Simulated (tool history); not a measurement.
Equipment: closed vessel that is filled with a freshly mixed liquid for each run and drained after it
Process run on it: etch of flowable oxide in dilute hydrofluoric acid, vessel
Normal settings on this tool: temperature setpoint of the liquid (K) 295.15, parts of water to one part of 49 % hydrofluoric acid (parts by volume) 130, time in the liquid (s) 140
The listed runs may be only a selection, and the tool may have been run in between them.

run	hour	temperature setpoint of the liquid (K)	parts of water to one part of 49 % hydrofluoric acid (parts by volume)	time in the liquid (s)	read-back film thickness of the flowable oxide reference wafer, read on the same gauge (nm)	thickness taken off the flowable oxide on a monitor wafer (nm)
1	0.0	291.65	130	165	149.84	26.84
2	68.6	291.65	130	140	149.50	22.88
3	150.9	291.65	130	140	149.08	22.58
4	197.1	295.15	130	140	148.77	26.20
5	235.1	295.15	95	140	148.48	37.41
6	333.2	295.15	100	140	147.76	34.76
# hour 362.5: thermometer replaced
7	388.4	295.15	100	140	147.30	34.63
8	489.6	295.15	130	140	146.39	25.62
9	526.5	295.15	130	140	146.01	25.41
10	576.2	290.65	75	140	145.50	39.18
# hour 654.0: hydrofluoric acid flow meter replaced
11	683.7	295.15	95	140	144.30	35.89

What does the tool deliver on the next run?
12	756.5	295.15	130	140	?	?

{"run 12": {"read-back film thickness of the flowable oxide reference wafer, read on the same gauge (nm)": 143.38, "thickness taken off the flowable oxide on a monitor wafer (nm)": 25.27}}
Without the tool's hidden state the same run would have given thickness taken off the flowable oxide on a monitor wafer (nm) 26.44.
